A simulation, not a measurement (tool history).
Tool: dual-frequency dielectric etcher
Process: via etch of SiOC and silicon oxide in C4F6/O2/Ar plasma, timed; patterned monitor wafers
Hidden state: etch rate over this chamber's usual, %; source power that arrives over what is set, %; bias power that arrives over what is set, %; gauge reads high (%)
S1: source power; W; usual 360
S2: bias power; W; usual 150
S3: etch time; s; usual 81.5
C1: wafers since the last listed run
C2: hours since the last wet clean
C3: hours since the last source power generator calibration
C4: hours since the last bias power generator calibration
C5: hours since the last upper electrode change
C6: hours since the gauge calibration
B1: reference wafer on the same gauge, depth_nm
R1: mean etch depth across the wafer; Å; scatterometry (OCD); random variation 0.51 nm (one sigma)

Run 1, hour 0: usual settings but S3 97.5 s; C1 0; C2 159.4; C3 3130; C4 2013.6; C5 4487; C6 212; B1 82.2. Result: R1 1029 Å.
Run 2, hour 47.8: usual settings but S1 400 W; C1 521; C2 207.2; C3 3177.8; C4 2061.4; C5 4534.8; C6 259.8; B1 81.9. Result: R1 897 Å.
Run 3, hour 95.9: usual settings but S2 131 W, S3 63 s; C1 524; C2 255.3; C3 3225.9; C4 2109.5; C5 4582.9; C6 307.9; B1 82.1. Result: R1 632 Å.
Run 4, hour 123.7: usual settings but S2 131 W, S3 63 s; C1 303; C2 283.1; C3 3253.7; C4 2137.3; C5 4610.7; C6 335.7; B1 82. Result: R1 623 Å.
Run 5, hour 157.7: usual settings but S2 131 W, S3 63 s; C1 371; C2 317.1; C3 3287.7; C4 2171.3; C5 4644.7; C6 369.7; B1 82. Result: R1 629 Å.
Run 6, hour 219.3: usual settings; C1 672; C2 378.7; C3 3349.3; C4 2232.9; C5 4706.3; C6 431.3; B1 82.1. Result: R1 845 Å.
Run 7, hour 275.4: usual settings; C1 612; C2 434.8; C3 3405.4; C4 2289; C5 4762.4; C6 487.4; B1 82. Result: R1 850 Å.
At hour 320.4: wet clean of the chamber.
Run 8, hour 320.9: usual settings; C1 234; C2 0.5; C3 3450.9; C4 2334.5; C5 4807.9; C6 532.9; B1 82.1. Result: R1 873 Å.
Run 9, hour 366: usual settings; C1 492; C2 45.6; C3 3496; C4 2379.6; C5 4853; C6 578; B1 82.1. Result: R1 871 Å.
Run 10, hour 415.6: usual settings; C1 541; C2 95.2; C3 3545.6; C4 2429.2; C5 4902.6; C6 627.6; B1 81.9. Result: R1 873 Å.
At hour 425.9: gauge calibrated.
Run 11, hour 460.1: usual settings; C1 485; C2 139.7; C3 3590.1; C4 2473.7; C5 4947.1; C6 34.2; B1 82.1. Result: R1 857 Å.
Run 12, hour 520: usual settings; C1 653; C2 199.6; C3 3650; C4 2533.6; C5 5007; C6 94.1; B1 82. Result: R1 869 Å.
Run 13, hour 562.9: usual settings; C1 468; C2 242.5; C3 3692.9; C4 2576.5; C5 5049.9; C6 137; B1 82.1. Result: R1 862 Å.
Run 14, hour 593.5: usual settings; C1 333; C2 273.1; C3 3723.5; C4 2607.1; C5 5080.5; C6 167.6; B1 82.1. Result: R1 851 Å.
Run 15, hour 659.5: usual settings; C1 720; C2 339.1; C3 3789.5; C4 2673.1; C5 5146.5; C6 233.6; B1 82.1. Result: R1 855 Å.
At hour 721.8: upper electrode replaced, of another model than before.
Run 16, hour 722.3: usual settings but S1 390 W, S2 176 W, S3 58.5 s; C1 423; C2 401.9; C3 3852.3; C4 2735.9; C5 0.5; C6 296.4; B1 82.2. Result: R1 709 Å.
Run 17, hour 746.6: usual settings but S2 166 W, S3 101 s; C1 265; C2 426.2; C3 3876.6; C4 2760.2; C5 24.8; C6 320.7; B1 82.1. Result: R1 1134 Å.
At hour 793.1: bias power generator calibrated.
At hour 793.8: wet clean of the chamber.
Run 18, hour 800.9: usual settings; C1 541; C2 7.1; C3 3930.9; C4 7.8; C5 79.1; C6 375; B1 82. Result: R1 865 Å.
Run 19, hour 857.2: usual settings but S1 330 W, S2 126 W, S3 71.5 s; C1 614; C2 63.4; C3 3987.2; C4 64.1; C5 135.4; C6 431.3; B1 82. Result: R1 642 Å.
Run 20, hour 892.2: usual settings; C1 381; C2 98.4; C3 4022.2; C4 99.1; C5 170.4; C6 466.3; B1 82. Result: R1 873 Å.
Run 21, hour 936.8: usual settings but S1 440 W, S2 126 W, S3 66 s; C1 486; C2 143; C3 4066.8; C4 143.7; C5 215; C6 510.9; B1 82.2. Result: R1 669 Å.
Run 22, hour 1005.1: usual settings but S2 185 W; C1 745; C2 211.3; C3 4135.1; C4 212; C5 283.3; C6 579.2; B1 82.1. Result: R1 990 Å.
Run 23, hour 1057.2: usual settings; C1 568; C2 263.4; C3 4187.2; C4 264.1; C5 335.4; C6 631.3; B1 82. Result: R1 850 Å.
At hour 1098: source power generator calibrated.
Run 24, hour 1116.9: usual settings but S1 440 W; C1 607; C2 323.1; C3 18.9; C4 323.8; C5 395.1; C6 691; B1 82.1. Result: R1 936 Å.
At hour 1150.1: gauge calibrated.
Run 25, hour 1164.2: usual settings but S1 280 W, S2 132 W, S3 63 s; C1 516; C2 370.4; C3 66.2; C4 371.1; C5 442.4; C6 14.1; B1 82. Result: R1 536 Å.
Run 26, hour 1232.3: usual settings but S1 320 W, S2 140 W; C1 743; C2 438.5; C3 134.3; C4 439.2; C5 510.5; C6 82.2; B1 82. Result: R1 762 Å.
Run 27, hour 1266.9: usual settings but S2 172 W; C1 377; C2 473.1; C3 168.9; C4 473.8; C5 545.1; C6 116.8; B1 82. Result: R1 929 Å.
At hour 1304.9: wet clean of the chamber.
Run 28, hour 1305.4: usual settings; C1 158; C2 0.5; C3 207.4; C4 512.3; C5 583.6; C6 155.3; B1 82.2. Result: R1 869 Å.
Run 29, hour 1331.1: usual settings but S2 162 W; C1 280; C2 26.2; C3 233.1; C4 538; C5 609.3; C6 181; B1 82. Result: R1 907 Å.
Run 30, hour 1375.5: usual settings but S2 160 W; C1 484; C2 70.6; C3 277.5; C4 582.4; C5 653.7; C6 225.4; B1 82. Result: R1 886 Å.

Forecast each of these 4 alternatives for the next run:
Run A, hour 1375.9: usual settings but S2 179 W; C1 4; C2 71; C3 277.9; C4 582.8; C5 654.1; C6 225.8; B1 ?. Result: R1 ?.
Run B, hour 1375.9: usual settings but S1 440 W, S2 117 W, S3 60.5 s; C1 4; C2 71; C3 277.9; C4 582.8; C5 654.1; C6 225.8; B1 ?. Result: R1 ?.
Run C, hour 1375.9: usual settings but S2 178 W, S3 64 s; C1 4; C2 71; C3 277.9; C4 582.8; C5 654.1; C6 225.8; B1 ?. Result: R1 ?.
Run D, hour 1375.9: usual settings but S1 290 W, S2 133 W, S3 68.5 s; C1 4; C2 71; C3 277.9; C4 582.8; C5 654.1; C6 225.8; B1 ?. Result: R1 ?.

run  B1   R1
  A  82  958
  B  82  574
  C  82  750
  D  82  592
Without the tool's hidden state the same runs would have given:
run   R1
  A  971
  B  581
  C  760
  D  600
